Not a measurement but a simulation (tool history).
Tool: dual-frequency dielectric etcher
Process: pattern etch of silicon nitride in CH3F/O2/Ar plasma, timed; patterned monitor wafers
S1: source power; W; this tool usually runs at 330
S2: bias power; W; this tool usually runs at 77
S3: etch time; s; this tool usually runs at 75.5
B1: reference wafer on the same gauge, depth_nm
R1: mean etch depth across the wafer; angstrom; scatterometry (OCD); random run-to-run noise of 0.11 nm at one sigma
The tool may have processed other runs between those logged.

run,hour,S1,S2,S3,B1,R1
1,0.0,370,77,75.5,44.4,499
2,184.7,370,77,75.5,44.4,499
3,225.4,370,77,75.5,44.4,495
# hour 281.6: wet clean of the chamber
# hour 305.1: upper electrode replaced
4,305.6,330,67,75.5,44.4,448
5,305.9,330,67,75.5,44.4,450
6,330.6,280,77,75.5,44.4,437
7,364.9,330,90,58.0,44.4,384
8,401.7,330,90,58.0,44.4,384
9,444.0,330,77,60.5,44.4,380
10,509.0,330,77,60.5,44.4,378
11,570.1,330,77,75.5,44.4,474
# hour 575.4: bias power generator calibrated
# hour 626.2: wet clean of the chamber
12,636.6,270,77,75.5,44.4,430
# hour 662.5: source power generator calibrated
13,687.8,270,77,58.5,44.4,334
# hour 714.3: gauge calibrated
14,753.7,330,77,75.5,44.4,473
15,809.7,380,77,53.0,44.4,354
16,834.4,250,85,92.0,44.4,525
17,869.5,330,65,98.0,44.4,579
18,911.9,270,59,75.5,44.4,392
19,937.8,330,77,95.5,44.4,600
20,1002.2,330,84,60.0,44.4,388

Give the tool's hidden conditions for every run:
etch rate over this chamber's usual, %: 0 at every run
source power that arrives over what is set, %: 0 at every run
bias power that arrives over what is set, %: 0 at every run
gauge reads high (%): 0 at every run
